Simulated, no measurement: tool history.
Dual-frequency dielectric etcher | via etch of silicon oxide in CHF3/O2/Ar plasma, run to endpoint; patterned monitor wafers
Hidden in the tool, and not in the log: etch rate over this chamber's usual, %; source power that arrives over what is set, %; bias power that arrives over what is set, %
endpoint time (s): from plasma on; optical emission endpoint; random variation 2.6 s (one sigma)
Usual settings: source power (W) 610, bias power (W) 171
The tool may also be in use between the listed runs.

run,hour,source power (W),bias power (W),wafers since the last listed run,hours since the last wet clean,hours since the last source power generator calibration,hours since the last bias power generator calibration,hours since the last upper electrode change,"incoming incoming film thickness, nm",endpoint time (s)
1,0,610,171,0,157.4,3002.9,1367.8,2375.1,688.5,312.6
2,94.3,640,183,545,251.7,3097.2,1462.1,2469.4,692.2,307.2
3,145,640,183,293,302.4,3147.9,1512.8,2520.1,690.1,305.3
4,210.4,640,183,378,367.8,3213.3,1578.2,2585.5,696.2,313.9
5,367,610,149,905,524.4,3369.9,1734.8,2742.1,698,342.9
# hour 543.1: wet clean of the chamber
6,634.2,610,149,1406,91.1,3637.1,2002,3009.3,688.4,326.4
7,704.6,610,171,407,161.5,3707.5,2072.4,3079.7,691,310.7
8,802.9,610,171,568,259.8,3805.8,2170.7,3178,687.7,317.6
# hour 929.6: source power generator calibrated
9,1120.7,610,171,1815,577.6,191.1,2488.5,3495.8,689.7,325
10,1158.3,610,171,217,615.2,228.7,2526.1,3533.4,687.2,322.2
11,1200.9,610,171,246,657.8,271.3,2568.7,3576,688,325.5
# hour 1255.1: upper electrode replaced
12,1264.8,490,153,230,721.7,335.2,2632.6,9.7,689.7,381.9
13,1343.2,610,171,453,800.1,413.6,2711,88.1,688.4,324.3
# hour 1423.3: wet clean of the chamber
14,1428.4,610,171,354,5.1,498.8,2796.2,173.3,686.8,312.8
15,1535.7,710,171,620,112.4,606.1,2903.5,280.6,694.3,298.1
16,1594.6,750,212,340,171.3,665,2962.4,339.5,693.7,262.9
17,1662.8,520,195,394,239.5,733.2,3030.6,407.7,686.6,331.1
18,1762.6,730,157,577,339.3,833,3130.4,507.5,680.4,299.8
19,1834.4,610,171,415,411.1,904.8,3202.2,579.3,693.7,322.1
20,1941.2,530,190,617,517.9,1011.6,3309,686.1,688.3,338
21,2015.8,660,201,431,592.5,1086.2,3383.6,760.7,696,296.2
# hour 2072.5: bias power generator calibrated
22,2079.1,670,171,343,655.8,1149.5,6.6,824,684.1,310.7
# hour 2128.6: wet clean of the chamber
23,2177.1,610,171,428,48.5,1247.5,104.6,922,689.3,314.4
24,2233.7,670,128,327,105.1,1304.1,161.2,978.6,694.9,339.7
25,2338.2,730,131,604,209.6,1408.6,265.7,1083.1,690.7,315.3
26,2419,610,129,467,290.4,1489.4,346.5,1163.9,684.8,347.8
27,2499.7,610,187,466,371.1,1570.1,427.2,1244.6,693.2,307.7
28,2605.8,650,171,613,477.2,1676.2,533.3,1350.7,686.6,308.5
29,2683,670,128,446,554.4,1753.4,610.5,1427.9,689.4,341.3
30,2758.4,610,202,436,629.8,1828.8,685.9,1503.3,690.5,306.3
31,2817,610,133,339,688.4,1887.4,744.5,1561.9,686.2,356.2
32,2871.1,680,209,312,742.5,1941.5,798.6,1616,683.6,288.4
# hour 2930.4: wet clean of the chamber
33,2965.5,610,147,407,35.1,2035.9,893,1710.4,684.2,330.1
34,3069,560,143,598,138.6,2139.4,996.5,1813.9,691,358
35,3116.8,760,209,276,186.4,2187.2,1044.3,1861.7,686.6,263.6

The same runs without the tool's hidden state, with the same run-to-run variation:
run,endpoint time (s)
1,310.1
2,302.9
3,300
4,307.1
5,332
6,326.6
7,309.5
8,314.3
9,315
10,311.5
11,313.8
12,366.6
13,309.7
14,312.8
15,296.1
16,260
17,326.1
18,293.3
19,313.6
20,326.7
21,284.9
22,297.6
23,315.2
24,339.4
25,312.9
26,343.3
27,302.1
28,300.8
29,331
30,295.6
31,342.5
32,276.3
33,329.4
34,354.8
35,260.5
